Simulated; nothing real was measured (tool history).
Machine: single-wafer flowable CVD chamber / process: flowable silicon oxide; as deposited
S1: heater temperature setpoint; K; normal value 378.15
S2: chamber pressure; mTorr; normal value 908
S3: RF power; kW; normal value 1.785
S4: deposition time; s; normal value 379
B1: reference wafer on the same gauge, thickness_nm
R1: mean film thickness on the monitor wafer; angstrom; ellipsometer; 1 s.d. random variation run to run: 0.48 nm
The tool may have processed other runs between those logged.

run	day	S1	S2	S3	S4	B1	R1
1	0	378.15	908	1.785	379	223.96	2210.81
2	2.417	378.15	908	1.785	379	224.032	2208.25
3	5.029	378.15	908	1.785	379	224.028	2215.44
4	6.812	378.15	908	1.785	379	224.032	2199.27
5	9.146	378.15	908	1.785	379	224.101	2209.23
6	11.262	378.15	908	1.785	335	223.977	1944.34
# day 13.712: capacitance manometer re-zeroed and calibrated
7	13.733	378.15	908	1.785	379	224.055	2195.75
8	16.096	378.15	908	1.785	379	223.886	2199.55
9	17.9	378.15	1063	1.985	379	224.052	2626.98
10	19.267	378.15	908	1.785	379	224.104	2198.4
# day 20.562: RF generator calibrated
# day 21.071: showerhead replaced
11	21.246	378.15	908	1.785	379	223.889	2224.22
# day 23.85: thermocouple changed; heater temperature recalibrated
# day 24.267: gauge calibrated
12	25.642	378.15	908	1.785	379	223.856	2224
13	27.942	365.15	908	1.625	379	223.993	3575.92
14	29.438	378.15	908	1.55	343	223.882	1953.69
15	30.488	378.15	908	1.955	318	224.027	1897.67
16	31.646	378.15	908	1.785	379	224.128	2215.69
17	33.179	370.15	908	1.785	351	224.103	2790.61
18	34.288	378.15	804	1.785	356	223.903	1854.6
19	37.1	378.15	1027	1.905	379	223.885	2551.06
20	38.946	386.15	1016	1.995	440	223.977	2196.18

Branching from run 20: 5 alternative next runs. What would each branch give?
A	38.967	378.15	983	1.785	379	?	?
B	38.967	367.15	1013	1.655	405	?	?
C	38.967	384.15	1063	1.63	346	?	?
D	38.967	378.15	1057	1.785	322	?	?
E	38.967	363.15	908	1.54	379	?	?

run	B1	R1
A	224.171	2415.79
B	224.171	3975.46
C	224.171	1876.39
D	224.171	2210.19
E	224.171	3792.93
Stripped of hidden state, with their random variation kept, the same runs would have yielded:
run	R1
A	2420.37
B	3983.01
C	1879.95
D	2214.38
E	3800.13
